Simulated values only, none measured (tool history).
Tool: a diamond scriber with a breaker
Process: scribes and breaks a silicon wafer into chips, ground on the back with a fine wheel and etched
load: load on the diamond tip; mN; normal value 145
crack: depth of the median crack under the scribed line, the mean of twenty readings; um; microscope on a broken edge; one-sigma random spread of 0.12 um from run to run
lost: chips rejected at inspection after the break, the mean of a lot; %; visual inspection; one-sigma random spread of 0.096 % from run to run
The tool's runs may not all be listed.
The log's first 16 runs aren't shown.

run,hour,load,wafers since the last listed run,hours since the diamond tip was replaced,hours since the load on the tip was calibrated,"incoming depth of the damage left on the back of the incoming wafer, um",crack,lost
17,1543.6,145,199,503.8,371.1,0.41,14.05,2.21
18,1589.3,145,91,549.5,416.8,0.63,14.21,2.50
19,1688.1,145,198,648.3,515.6,0.49,14.17,2.43
20,1795.4,122,215,755.6,622.9,0.71,12.78,1.87
# hour 1797.9: diamond tip replaced by a new one
21,1839.6,145,84,41.7,667.1,0.78,14.13,2.69
22,1879.0,145,79,81.1,706.5,0.64,14.13,2.56
# hour 1951.3: load on the tip recalibrated
23,2044.8,123,329,246.9,93.5,0.69,12.34,2.53
24,2116.9,163,144,319.0,165.6,0.49,14.89,3.83
25,2185.3,166,137,387.4,234.0,0.33,15.01,5.05
26,2285.0,185,200,487.1,333.7,0.67,16.07,9.79
27,2332.3,145,95,534.4,381.0,0.80,13.96,2.55
28,2391.1,132,118,593.2,439.8,0.49,13.54,1.57
29,2460.2,172,138,662.3,508.9,0.68,15.28,7.46
# hour 2551.2: load on the tip recalibrated
# hour 2555.6: diamond tip replaced by a new one
30,2556.1,110,184,0.5,4.9,0.34,11.41,5.60
31,2640.3,145,169,84.7,89.1,0.74,13.71,1.84
32,2678.5,145,76,122.9,127.3,0.47,13.80,1.97
33,2735.5,130,114,179.9,184.3,0.71,13.15,1.70
34,2836.1,162,202,280.5,284.9,0.30,15.35,4.64
35,2917.7,180,164,362.1,366.5,0.64,15.98,8.65
36,2963.0,145,91,407.4,411.8,0.53,14.19,2.82
# hour 3151.9: load on the tip recalibrated
# hour 3158.2: diamond tip replaced by a new one
37,3223.8,157,516,65.6,71.9,0.69,14.13,2.88
38,3302.9,145,159,144.7,151.0,0.72,13.81,2.12
39,3342.1,156,78,183.9,190.2,0.44,14.26,3.58
40,3383.8,121,83,225.6,231.9,0.41,12.64,1.94

Forecast each of these 5 alternatives for the next run:
A,3384.5,145,1,226.3,232.6,0.61,?,?
B,3384.5,107,1,226.3,232.6,0.61,?,?
C,3384.5,186,1,226.3,232.6,0.61,?,?
D,3384.5,119,1,226.3,232.6,0.61,?,?
E,3384.5,168,1,226.3,232.6,0.61,?,?

run,crack,lost
A,13.94,2.32
B,11.84,3.74
C,16.05,9.56
D,12.52,2.03
E,15.14,5.69
What these runs would have given with no unlogged condition in the tool:
run,crack,lost
A,13.13,1.57
B,11.15,6.94
C,15.11,5.56
D,11.79,3.93
E,14.26,2.96
